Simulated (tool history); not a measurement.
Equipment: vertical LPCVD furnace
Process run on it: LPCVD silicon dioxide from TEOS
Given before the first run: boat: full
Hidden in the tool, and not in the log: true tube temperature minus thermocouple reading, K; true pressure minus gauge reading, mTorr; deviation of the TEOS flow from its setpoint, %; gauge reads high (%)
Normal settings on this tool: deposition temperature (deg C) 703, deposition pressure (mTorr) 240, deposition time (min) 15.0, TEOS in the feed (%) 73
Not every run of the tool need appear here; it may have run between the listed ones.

run   hour  deposition temperature (deg C)  deposition pressure (mTorr)  deposition time (min)  TEOS in the feed (%)  wafers since the last listed run  hours since the last temperature calibration  hours since the pressure gauge was zeroed  hours since the TEOS flow controller was replaced  hours since the gauge calibration  read-back reference wafer on the same gauge, thickness  film thickness on the monitor wafer in the middle of the boat (nm)
  1    0.0                             703                          240                   15.0                    73                                 0                                        1227.3                                     4998.2                                             2233.4                              241.1                                                  116.08                                                              101.20
  2   23.8                             703                          240                   15.0                    73                               444                                        1251.1                                     5022.0                                             2257.2                              264.9                                                  116.07                                                              101.34
  3   59.3                             703                          240                   15.0                    73                               663                                        1286.6                                     5057.5                                             2292.7                              300.4                                                  115.96                                                              101.90
  4   93.6                             703                          240                   15.0                    73                               641                                        1320.9                                     5091.8                                             2327.0                              334.7                                                  115.96                                                              101.84
  5  121.1                             703                          240                   15.0                    73                               513                                        1348.4                                     5119.3                                             2354.5                              362.2                                                  116.24                                                              102.02
  6  151.2                             703                          240                   15.0                    73                               562                                        1378.5                                     5149.4                                             2384.6                              392.3                                                  115.89                                                              101.75
  7  179.0                             703                          240                   15.0                    73                               519                                        1406.3                                     5177.2                                             2412.4                              420.1                                                  116.10                                                              100.96
  8  192.9                             703                          240                   15.0                    73                               259                                        1420.2                                     5191.1                                             2426.3                              434.0                                                  116.05                                                              102.33
     236.0  -- thermocouples replaced and temperature profile calibrated
     249.5  -- pressure gauge zeroed
  9  250.0                             703                          240                   15.0                    73                               367                                          14.0                                        0.5                                             2483.4                              491.1                                                  115.92                                                              102.01
 10  253.2                             703                          240                   15.0                    80                                59                                          17.2                                        3.7                                             2486.6                              494.3                                                  115.88                                                              106.40
 11  256.7                             703                          240                   15.0                    80                                65                                          20.7                                        7.2                                             2490.1                              497.8                                                  116.07                                                              107.14
 12  287.1                             703                          240                   15.0                    80                               568                                          51.1                                       37.6                                             2520.5                              528.2                                                  115.98                                                              107.05
 13  303.4                             703                          240                   15.0                    73                               304                                          67.4                                       53.9                                             2536.8                              544.5                                                  116.01                                                              101.08
 14  321.1                             703                          240                   15.0                    73                               330                                          85.1                                       71.6                                             2554.5                              562.2                                                  116.03                                                              101.60
 15  354.6                             694                          185                   15.0                    73                               626                                         118.6                                      105.1                                             2588.0                              595.7                                                  115.95                                                               71.99
     375.8  -- gauge calibrated
     391.1  -- TEOS flow controller replaced
 16  391.6                             714                          260                   15.0                    64                               242                                         155.6                                      142.1                                                0.5                               15.8                                                  115.80                                                              127.81
 17  394.8                             703                          240                   15.0                    73                                59                                         158.8                                      145.3                                                3.7                               19.0                                                  116.03                                                              101.95
 18  415.6                             703                          240                   15.0                    73                               388                                         179.6                                      166.1                                               24.5                               39.8                                                  116.17                                                              102.45
 19  441.7                             703                          240                   15.0                    63                               487                                         205.7                                      192.2                                               50.6                               65.9                                                  115.80                                                               94.33
 20  471.6                             703                          240                   17.5                    84                               558                                         235.6                                      222.1                                               80.5                               95.8                                                  115.97                                                              126.83
 21  496.4                             699                          185                   19.5                    77                               463                                         260.4                                      246.9                                              105.3                              120.6                                                  116.08                                                              109.10
 22  509.8                             711                          240                   20.0                    73                               250                                         273.8                                      260.3                                              118.7                              134.0                                                  116.02                                                              163.01
 23  525.1                             703                          240                   15.0                    73                               285                                         289.1                                      275.6                                              134.0                              149.3                                                  116.00                                                              102.11
 24  620.1                             703                          225                   15.0                    84                              1775                                         384.1                                      370.6                                              229.0                              244.3                                                  116.03                                                              105.47
 25  633.7                             703                          240                    9.5                    77                               254                                         397.7                                      384.2                                              242.6                              257.9                                                  115.93                                                               66.30
 26  653.5                             711                          220                   15.0                    73                               370                                         417.5                                      404.0                                              262.4                              277.7                                                  115.96                                                              116.48
 27  668.7                             699                          220                   17.0                    73                               284                                         432.7                                      419.2                                              277.6                              292.9                                                  116.03                                                              101.14
 28  686.0                             703                          240                   11.5                    65                               323                                         450.0                                      436.5                                              294.9                              310.2                                                  115.88                                                               74.13

Forecast each of these 4 alternatives for the next run:
  A  689.3                             703                          255                   15.0                    73                                61                                         453.3                                      439.8                                              298.2                              313.5                                                       ?                                                                   ?
  B  689.3                             703                          285                   15.0                    83                                61                                         453.3                                      439.8                                              298.2                              313.5                                                       ?                                                                   ?
  C  689.3                             694                          190                   11.0                    63                                61                                         453.3                                      439.8                                              298.2                              313.5                                                       ?                                                                   ?
  D  689.3                             695                          240                   18.0                    83                                61                                         453.3                                      439.8                                              298.2                              313.5                                                       ?                                                                   ?

run  read-back reference wafer on the same gauge, thickness  film thickness on the monitor wafer in the middle of the boat (nm)
  A                                                  116.01                                                              104.84
  B                                                  116.01                                                              118.18
  C                                                  116.01                                                               49.97
  D                                                  116.01                                                              108.01
What these runs would have given with no unlogged condition in the tool:
run  film thickness on the monitor wafer in the middle of the boat (nm)
  A                                                              104.84
  B                                                              118.18
  C                                                               49.97
  D                                                              108.01
